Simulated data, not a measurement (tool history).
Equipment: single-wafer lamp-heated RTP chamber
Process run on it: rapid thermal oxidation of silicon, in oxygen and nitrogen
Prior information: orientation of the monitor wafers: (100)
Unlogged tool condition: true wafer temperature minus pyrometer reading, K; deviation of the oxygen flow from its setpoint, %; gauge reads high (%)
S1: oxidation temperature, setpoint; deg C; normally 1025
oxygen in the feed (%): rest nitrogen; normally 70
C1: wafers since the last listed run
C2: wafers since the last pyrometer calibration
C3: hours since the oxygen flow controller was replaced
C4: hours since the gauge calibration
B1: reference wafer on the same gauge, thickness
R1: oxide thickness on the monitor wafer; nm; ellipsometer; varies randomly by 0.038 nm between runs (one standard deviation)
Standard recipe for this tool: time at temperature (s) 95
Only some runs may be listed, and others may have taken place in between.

{"run": 1, "day": 0.0, "S1": 1025, "time at temperature (s)": 95, "oxygen in the feed (%)": 70, "C1": 0, "C2": 4384, "C3": 1177.4, "C4": 1190.8, "B1": 9.658, "R1": 8.298}
{"day": 0.288, "done": "gauge calibrated"}
{"run": 2, "day": 4.596, "S1": 1025, "time at temperature (s)": 95, "oxygen in the feed (%)": 70, "C1": 1198, "C2": 5582, "C3": 1287.7, "C4": 103.4, "B1": 9.655, "R1": 8.306}
{"run": 3, "day": 8.129, "S1": 1034, "time at temperature (s)": 60, "oxygen in the feed (%)": 70, "C1": 921, "C2": 6504, "C3": 1372.5, "C4": 188.2, "B1": 9.644, "R1": 7.287}
{"day": 12.254, "done": "pyrometer window cleaned and pyrometer calibrated"}
{"run": 4, "day": 12.421, "S1": 1034, "time at temperature (s)": 60, "oxygen in the feed (%)": 70, "C1": 1032, "C2": 43, "C3": 1475.5, "C4": 291.2, "B1": 9.662, "R1": 7.113}
{"run": 5, "day": 16.571, "S1": 1034, "time at temperature (s)": 60, "oxygen in the feed (%)": 70, "C1": 1082, "C2": 1125, "C3": 1575.1, "C4": 390.8, "B1": 9.663, "R1": 7.156}
{"run": 6, "day": 19.892, "S1": 1002, "time at temperature (s)": 95, "oxygen in the feed (%)": 70, "C1": 866, "C2": 1991, "C3": 1654.8, "C4": 470.5, "B1": 9.642, "R1": 6.996}
{"run": 7, "day": 21.679, "S1": 1025, "time at temperature (s)": 95, "oxygen in the feed (%)": 70, "C1": 466, "C2": 2457, "C3": 1697.7, "C4": 513.4, "B1": 9.668, "R1": 8.219}
{"run": 8, "day": 24.821, "S1": 1025, "time at temperature (s)": 95, "oxygen in the feed (%)": 70, "C1": 819, "C2": 3277, "C3": 1773.1, "C4": 588.8, "B1": 9.64, "R1": 8.224}
{"run": 9, "day": 27.592, "S1": 1025, "time at temperature (s)": 95, "oxygen in the feed (%)": 70, "C1": 722, "C2": 4000, "C3": 1839.6, "C4": 655.3, "B1": 9.656, "R1": 8.306}
{"run": 10, "day": 31.658, "S1": 1025, "time at temperature (s)": 95, "oxygen in the feed (%)": 70, "C1": 1060, "C2": 5060, "C3": 1937.2, "C4": 752.9, "B1": 9.659, "R1": 8.402}
{"run": 11, "day": 33.946, "S1": 1025, "time at temperature (s)": 95, "oxygen in the feed (%)": 70, "C1": 596, "C2": 5657, "C3": 1992.1, "C4": 807.8, "B1": 9.663, "R1": 8.328}
{"run": 12, "day": 35.633, "S1": 1025, "time at temperature (s)": 95, "oxygen in the feed (%)": 70, "C1": 440, "C2": 6097, "C3": 2032.6, "C4": 848.3, "B1": 9.648, "R1": 8.34}
{"run": 13, "day": 38.208, "S1": 1025, "time at temperature (s)": 95, "oxygen in the feed (%)": 70, "C1": 671, "C2": 6769, "C3": 2094.4, "C4": 910.1, "B1": 9.662, "R1": 8.445}

The next listed run, before its measurement:
{"run": 14, "day": 40.762, "S1": 1025, "time at temperature (s)": 95, "oxygen in the feed (%)": 70, "C1": 666, "C2": 7435, "C3": 2155.7, "C4": 971.4, "B1": "?", "R1": "?"}

{"run 14": {"B1": 9.656, "R1": 8.441}}
Had the tool carried no hidden state, the very same run would have given R1 8.207 nm.

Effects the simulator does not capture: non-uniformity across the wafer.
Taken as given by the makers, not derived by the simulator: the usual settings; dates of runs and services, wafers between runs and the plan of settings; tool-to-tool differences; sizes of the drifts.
